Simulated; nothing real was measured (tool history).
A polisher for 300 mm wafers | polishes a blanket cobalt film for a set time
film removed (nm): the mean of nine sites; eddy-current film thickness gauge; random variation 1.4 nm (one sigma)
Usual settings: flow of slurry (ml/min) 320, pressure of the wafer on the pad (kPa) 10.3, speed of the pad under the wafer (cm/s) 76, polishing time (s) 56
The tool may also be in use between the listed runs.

run,hour,flow of slurry (ml/min),pressure of the wafer on the pad (kPa),speed of the pad under the wafer (cm/s),polishing time (s),wafers since the last listed run,wafers polished on this pad,hours since the slurry nozzle was cleaned,hours since the head pressure was calibrated,"incoming thickness of the incoming film, nm",film removed (nm)
1,0,320,10.3,76,56,0,27,337.2,1167.2,621.3,169.8
2,53.3,320,10.3,76,56,655,682,390.5,1220.5,628.5,166.2
3,68,320,10.3,76,56,180,863,405.2,1235.2,617.9,168.5
# hour 79.7: worn pad replaced by a new one
# hour 93.6: head pressure recalibrated
4,95.2,320,10.3,76,56,260,165,432.4,1.6,610.7,166.4
5,109,320,10.3,76,56,169,335,446.2,15.4,621.8,167.3
6,121.9,320,10.3,76,56,158,493,459.1,28.3,622.9,167
7,128.2,320,10.3,76,56,77,571,465.4,34.6,627.7,168.2
8,138.7,320,10.3,76,56,129,700,475.9,45.1,629,166.4
9,148.3,245,10.3,76,36,118,818,485.5,54.7,631.6,104.4

Run 10 comes next. What will it give?
10,160.7,250,10.3,76,56,152,970,497.9,67.1,613.7,?

{"run 10": {"film removed (nm)": 162.5}}
Without the tool's hidden state the same run would have given film removed (nm) 162.5.
